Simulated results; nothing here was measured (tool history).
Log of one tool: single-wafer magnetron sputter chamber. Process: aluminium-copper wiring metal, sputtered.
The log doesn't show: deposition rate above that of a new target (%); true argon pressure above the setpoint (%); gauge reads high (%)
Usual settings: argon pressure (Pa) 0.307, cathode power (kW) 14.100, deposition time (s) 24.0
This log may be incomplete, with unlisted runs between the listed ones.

run,hour,argon pressure (Pa),cathode power (kW),deposition time (s),wafers since the last listed run,wafers on the sputter target,hours since the last manometer calibration,hours since the magnet pack was replaced,hours since the gauge calibration,"read-back reference wafer on the same gauge, thickness_nm",mean film thickness on the monitor wafer (nm)
1,0.0,0.307,14.100,24.0,0,403,1281.4,10685.9,172.1,670.116,624.531
2,25.7,0.307,14.100,24.0,592,996,1307.1,10711.6,197.8,669.948,623.616
3,42.4,0.307,14.100,24.0,384,1381,1323.8,10728.3,214.5,669.586,622.466
4,56.9,0.307,14.100,26.0,334,1715,1338.3,10742.8,229.0,669.780,671.661
5,79.0,0.307,14.100,24.0,509,2224,1360.4,10764.9,251.1,670.006,620.204
6,91.2,0.307,14.100,24.0,281,2506,1372.6,10777.1,263.3,669.666,619.774
7,105.7,0.307,14.100,24.0,334,2840,1387.1,10791.6,277.8,670.052,617.870
8,125.6,0.307,12.800,24.0,458,3299,1407.0,10811.5,297.7,670.152,575.648
# hour 146.1: gauge calibrated
9,154.5,0.307,12.800,24.0,666,3965,1435.9,10840.4,8.4,670.243,573.239
# hour 179.2: sputter target and shields replaced
10,179.7,0.239,14.100,24.0,396,11,1461.1,10865.6,33.6,670.107,651.188
11,191.9,0.307,14.100,20.2,281,292,1473.3,10877.8,45.8,670.275,523.443
12,216.3,0.307,14.100,20.2,562,855,1497.7,10902.2,70.2,670.049,523.746
13,251.8,0.307,16.350,21.7,818,1673,1533.2,10937.7,105.7,669.878,623.756
# hour 265.0: magnet pack replaced
14,274.9,0.253,16.750,22.6,348,2021,1556.3,9.9,128.8,670.135,684.464
15,305.2,0.185,16.000,24.0,698,2720,1586.6,40.2,159.1,669.878,727.452
16,320.1,0.246,10.650,25.3,343,3063,1601.5,55.1,174.0,670.062,555.172
17,353.7,0.307,14.100,21.0,774,3838,1635.1,88.7,207.6,670.194,536.346

Forecast run 18:
18,369.9,0.400,14.100,20.6,373,4211,1651.3,104.9,223.8,?,?

Run 18 measured read-back reference wafer on the same gauge, thickness_nm 669.747, mean film thickness on the monitor wafer (nm) 496.597.
Take away the tool's hidden state, keep the run-to-run variation as it was, and the same run would have given mean film thickness on the monitor wafer (nm) 521.063.
